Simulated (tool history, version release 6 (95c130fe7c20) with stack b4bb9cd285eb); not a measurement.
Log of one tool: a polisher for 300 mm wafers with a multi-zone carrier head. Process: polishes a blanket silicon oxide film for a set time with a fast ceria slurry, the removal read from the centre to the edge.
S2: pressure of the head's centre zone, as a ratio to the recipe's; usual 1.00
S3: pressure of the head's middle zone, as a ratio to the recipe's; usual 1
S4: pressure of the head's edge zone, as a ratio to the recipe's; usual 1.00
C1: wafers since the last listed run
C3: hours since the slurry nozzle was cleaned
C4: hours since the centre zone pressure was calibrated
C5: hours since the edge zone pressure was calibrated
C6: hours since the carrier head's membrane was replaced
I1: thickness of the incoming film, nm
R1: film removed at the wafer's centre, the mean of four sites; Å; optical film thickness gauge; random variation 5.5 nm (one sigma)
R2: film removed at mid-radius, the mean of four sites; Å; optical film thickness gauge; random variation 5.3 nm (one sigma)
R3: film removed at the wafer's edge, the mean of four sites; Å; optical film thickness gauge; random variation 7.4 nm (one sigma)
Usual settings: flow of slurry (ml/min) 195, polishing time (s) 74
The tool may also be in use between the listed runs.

run 1 hour=0.0 | flow_of_slurry_(ml/min)=195 S2=1.00 S3=1 S4=1.00 polishing_time_(s)=74 | C1=0 wafers_polished_on_this_pad=114 C3=354.2 C4=559.6 C5=819.0 C6=1129.4 | I1=2260.0 | R1=5888 R2=5950 R3=5957
run 2 hour=20.5 | flow_of_slurry_(ml/min)=195 S2=1.00 S3=1 S4=1.00 polishing_time_(s)=74 | C1=146 wafers_polished_on_this_pad=261 C3=374.7 C4=580.1 C5=839.5 C6=1149.9 | I1=2305.8 | R1=6006 R2=5982 R3=5862
run 3 hour=50.1 | flow_of_slurry_(ml/min)=195 S2=1.00 S3=1 S4=1.00 polishing_time_(s)=74 | C1=211 wafers_polished_on_this_pad=472 C3=404.3 C4=609.7 C5=869.1 C6=1179.5 | I1=2264.8 | R1=5902 R2=5909 R3=5828
run 4 hour=81.2 | flow_of_slurry_(ml/min)=195 S2=1.00 S3=1 S4=1.00 polishing_time_(s)=74 | C1=221 wafers_polished_on_this_pad=694 C3=435.4 C4=640.8 C5=900.2 C6=1210.6 | I1=2254.9 | R1=5756 R2=5826 R3=5899
run 5 hour=93.9 | flow_of_slurry_(ml/min)=195 S2=1.00 S3=1 S4=1.08 polishing_time_(s)=74 | C1=90 wafers_polished_on_this_pad=784 C3=448.1 C4=653.5 C5=912.9 C6=1223.3 | I1=2256.0 | R1=5747 R2=5778 R3=5981
-- hour=123.3 worn pad replaced by a new one
run 6 hour=127.1 | flow_of_slurry_(ml/min)=195 S2=1.00 S3=1 S4=1.08 polishing_time_(s)=74 | C1=208 wafers_polished_on_this_pad=26 C3=481.3 C4=686.7 C5=946.1 C6=1256.5 | I1=2297.6 | R1=5856 R2=5855 R3=6188
run 7 hour=154.7 | flow_of_slurry_(ml/min)=195 S2=1.00 S3=1 S4=1.08 polishing_time_(s)=74 | C1=196 wafers_polished_on_this_pad=223 C3=508.9 C4=714.3 C5=973.7 C6=1284.1 | I1=2248.3 | R1=5810 R2=5908 R3=6098
run 8 hour=206.8 | flow_of_slurry_(ml/min)=195 S2=1.00 S3=1 S4=1.00 polishing_time_(s)=74 | C1=371 wafers_polished_on_this_pad=595 C3=561.0 C4=766.4 C5=1025.8 C6=1336.2 | I1=2283.0 | R1=5809 R2=5787 R3=5921
run 9 hour=225.8 | flow_of_slurry_(ml/min)=195 S2=1.00 S3=1 S4=1.00 polishing_time_(s)=74 | C1=135 wafers_polished_on_this_pad=731 C3=580.0 C4=785.4 C5=1044.8 C6=1355.2 | I1=2260.9 | R1=5611 R2=5737 R3=5692
-- hour=233.9 carrier head's membrane replaced by a new one
-- hour=260.4 worn pad replaced by a new one
-- hour=267.5 edge zone pressure recalibrated
run 10 hour=325.5 | flow_of_slurry_(ml/min)=195 S2=0.94 S3=1 S4=1.00 polishing_time_(s)=60 | C1=632 wafers_polished_on_this_pad=450 C3=679.7 C4=885.1 C5=58.0 C6=91.6 | I1=2281.7 | R1=4442 R2=4745 R3=4835
run 11 hour=343.5 | flow_of_slurry_(ml/min)=195 S2=0.94 S3=1 S4=1.00 polishing_time_(s)=60 | C1=128 wafers_polished_on_this_pad=578 C3=697.7 C4=903.1 C5=76.0 C6=109.6 | I1=2247.0 | R1=4503 R2=4668 R3=4832
-- hour=365.6 slurry nozzle cleaned
run 12 hour=372.8 | flow_of_slurry_(ml/min)=195 S2=1.00 S3=1 S4=1.00 polishing_time_(s)=74 | C1=201 wafers_polished_on_this_pad=780 C3=7.2 C4=932.4 C5=105.3 C6=138.9 | I1=2272.5 | R1=5634 R2=5690 R3=5614
-- hour=381.8 worn pad replaced by a new one
-- hour=392.2 centre zone pressure recalibrated
run 13 hour=397.0 | flow_of_slurry_(ml/min)=195 S2=1.00 S3=1 S4=0.91 polishing_time_(s)=74 | C1=129 wafers_polished_on_this_pad=94 C3=31.4 C4=4.8 C5=129.5 C6=163.1 | I1=2260.4 | R1=6022 R2=5986 R3=5785
run 14 hour=430.7 | flow_of_slurry_(ml/min)=195 S2=1.00 S3=1 S4=1.08 polishing_time_(s)=74 | C1=240 wafers_polished_on_this_pad=334 C3=65.1 C4=38.5 C5=163.2 C6=196.8 | I1=2243.1 | R1=5924 R2=6046 R3=6299
run 15 hour=447.5 | flow_of_slurry_(ml/min)=195 S2=1.00 S3=1 S4=0.95 polishing_time_(s)=52 | C1=119 wafers_polished_on_this_pad=454 C3=81.9 C4=55.3 C5=180.0 C6=213.6 | I1=2226.9 | R1=4110 R2=4161 R3=4109
run 16 hour=461.4 | flow_of_slurry_(ml/min)=195 S2=1.00 S3=1 S4=1.00 polishing_time_(s)=74 | C1=99 wafers_polished_on_this_pad=553 C3=95.8 C4=69.2 C5=193.9 C6=227.5 | I1=2267.3 | R1=5853 R2=5903 R3=6032
run 17 hour=481.2 | flow_of_slurry_(ml/min)=225 S2=0.94 S3=1 S4=1.08 polishing_time_(s)=74 | C1=141 wafers_polished_on_this_pad=694 C3=115.6 C4=89.0 C5=213.7 C6=247.3 | I1=2263.9 | R1=5621 R2=5926 R3=6135
run 18 hour=510.2 | flow_of_slurry_(ml/min)=130 S2=1.00 S3=1 S4=1.00 polishing_time_(s)=95 | C1=206 wafers_polished_on_this_pad=901 C3=144.6 C4=118.0 C5=242.7 C6=276.3 | I1=2273.9 | R1=6535 R2=6615 R3=6968
-- hour=541.7 worn pad replaced by a new one
run 19 hour=542.2 | flow_of_slurry_(ml/min)=195 S2=0.94 S3=1 S4=1.00 polishing_time_(s)=60 | C1=199 wafers_polished_on_this_pad=3 C3=176.6 C4=150.0 C5=274.7 C6=308.3 | I1=2250.6 | R1=4619 R2=4836 R3=4797
run 20 hour=620.5 | flow_of_slurry_(ml/min)=195 S2=1.00 S3=1 S4=1.00 polishing_time_(s)=74 | C1=558 wafers_polished_on_this_pad=562 C3=254.9 C4=228.3 C5=353.0 C6=386.6 | I1=2247.0 | R1=5841 R2=5868 R3=5842
run 21 hour=640.4 | flow_of_slurry_(ml/min)=165 S2=1.00 S3=1 S4=1.00 polishing_time_(s)=74 | C1=141 wafers_polished_on_this_pad=704 C3=274.8 C4=248.2 C5=372.9 C6=406.5 | I1=2232.8 | R1=5544 R2=5606 R3=5669

Forecast run 22:
-- hour=675.3 worn pad replaced by a new one
run 22 hour=675.8 | flow_of_slurry_(ml/min)=195 S2=0.89 S3=1 S4=1.00 polishing_time_(s)=50 | C1=224 wafers_polished_on_this_pad=3 C3=310.2 C4=283.6 C5=408.3 C6=441.9 | I1=2245.5 | R1=? R2=? R3=?

R1: 3608 Å
R2: 4017 Å
R3: 4017 Å
Without the tool's hidden state the same run would have given R1 3636 Å, R2 4048 Å, R3 4049 Å.
